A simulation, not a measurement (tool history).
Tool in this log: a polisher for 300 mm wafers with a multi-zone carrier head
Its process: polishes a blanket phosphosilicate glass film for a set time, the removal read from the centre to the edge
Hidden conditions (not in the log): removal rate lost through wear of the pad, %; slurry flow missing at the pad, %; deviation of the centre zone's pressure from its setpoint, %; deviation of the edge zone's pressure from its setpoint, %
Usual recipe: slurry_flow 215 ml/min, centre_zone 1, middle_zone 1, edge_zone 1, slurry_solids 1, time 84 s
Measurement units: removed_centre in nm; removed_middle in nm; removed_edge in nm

run     day  slurry_flow  centre_zone  middle_zone  edge_zone  slurry_solids  time  wafers since the last listed run  wafers polished on this pad  hours since the slurry nozzle was cleaned  hours since the centre zone pressure was calibrated  hours since the edge zone pressure was calibrated  hours since the carrier head's membrane was replaced  incoming thickness of the incoming film, nm  removed_centre  removed_middle  removed_edge
  1       0          215            1            1          1              1    84                                 0                         1086                                      312.5                                                154.8                                              205.1                                                  92.3                                       4159.8           680.6           670.6         688.1
  2   1.667          215            1            1          1              1    84                               213                         1300                                      352.5                                                194.8                                              245.1                                                 132.3                                         4151           686.5           650.8         694.9
      3.304  -- worn pad replaced by a new one
  3   5.558          215            1            1          1              1    84                               477                          289                                      445.9                                                288.2                                              338.5                                                 225.7                                       4224.3           703.2           672.6         709.6
      7.171  -- edge zone pressure recalibrated
  4   9.192          215            1            1          1              1    84                               455                          744                                      533.1                                                375.4                                               48.5                                                 312.9                                       4133.3           696.7           656.1         701.2
      9.521  -- slurry nozzle cleaned
  5  11.304          215            1            1       1.06            1.2    84                               265                         1010                                       42.8                                                426.1                                               99.2                                                 363.6                                       4137.3           740.4             719         743.7
  6  13.525          215            1            1          1            1.2    84                               284                         1295                                       96.1                                                479.4                                              152.5                                                 416.9                                       4260.9           744.6           719.8           731
     15.012  -- worn pad replaced by a new one
  7  16.783          185            1            1          1              1    84                               396                          226                                      174.3                                                557.6                                              230.7                                                 495.1                                       4223.6           713.8           670.3         702.3
  8   19.65          185            1            1          1              1    84                               367                          594                                      243.1                                                626.4                                              299.5                                                 563.9                                       4146.3           690.5           654.6         683.2
  9  22.221          185            1            1          1              1    84                               329                          924                                      304.8                                                688.1                                              361.2                                                 625.6                                       4205.2           676.8           661.2         672.2
     24.721  -- edge zone pressure recalibrated
     25.596  -- centre zone pressure recalibrated
     25.788  -- worn pad replaced by a new one
 10  25.967          215            1         1.04          1              1    56                               437                           23                                      394.7                                                  8.9                                               29.9                                                 715.5                                       4117.7           468.7             467         474.1
 11  29.217          215         1.06            1          1              1    84                               416                          439                                      472.7                                                 86.9                                              107.9                                                 793.5                                       4165.1           734.9           685.2         709.1
 12  30.742          175         0.95         0.88          1              1    84                               195                          635                                      509.3                                                123.5                                              144.5                                                 830.1                                       4200.6           628.5           624.8         683.2
 13  34.067          215            1            1          1              1    84                               426                         1062                                      589.1                                                203.3                                              224.3                                                 909.9                                       4093.6           688.7             651           692
     35.096  -- worn pad replaced by a new one
     36.588  -- slurry nozzle cleaned
 14  37.346          215         0.91         0.94       0.94              1    84                               393                          283                                       18.2                                                  282                                                303                                                 988.6                                       4135.4             638           644.4         679.6
     39.633  -- carrier head's membrane replaced by a new one
 15  40.912          240            1            1       0.94            1.1    84                               430                          714                                      103.8                                                367.6                                              388.6                                                  30.7                                       4177.2           739.6           696.2         703.8
     42.208  -- edge zone pressure recalibrated
     44.846  -- worn pad replaced by a new one
 16  45.079          215            1            1          1              1    84                               502                           30                                      203.8                                                467.6                                               68.9                                                 130.7                                       4168.6           739.6           691.4         723.3
 17  46.704          215            1            1       0.92            1.2    84                               208                          238                                      242.8                                                506.6                                              107.9                                                 169.7                                       4248.6           784.1           732.9         717.6
 18  50.033          155            1         0.91       0.97              1    84                               427                          665                                      322.7                                                586.5                                              187.8                                                 249.6                                       4133.5           659.2           596.7         672.2

4 options for the next run, each taken on its own from the tool as it stands now. Forecast them:
  A  50.05          215            1            1          1              1    84                                 2                          667                                      323.1                                                586.9                                              188.2                                                   250                                       4256.6               ?               ?             ?
  B  50.05          250            1            1          1            1.2    84                                 2                          667                                      323.1                                                586.9                                              188.2                                                   250                                       4256.6               ?               ?             ?
  C  50.05          150         0.91            1       1.08              1    84                                 2                          667                                      323.1                                                586.9                                              188.2                                                   250                                       4256.6               ?               ?             ?
  D  50.05          215            1         1.06          1              1    84                                 2                          667                                      323.1                                                586.9                                              188.2                                                   250                                       4256.6               ?               ?             ?

run  removed_centre  removed_middle  removed_edge
  A           712.7           676.1         697.1
  B           772.4             731         749.8
  C           601.8           633.1         689.9
  D           712.9           697.3         696.7
Without the tool's hidden state the same runs would have given:
run  removed_centre  removed_middle  removed_edge
  A           706.5           700.4         721.9
  B           765.7           757.2         776.5
  C           596.3           655.8         714.5
  D           706.7           722.3         721.5
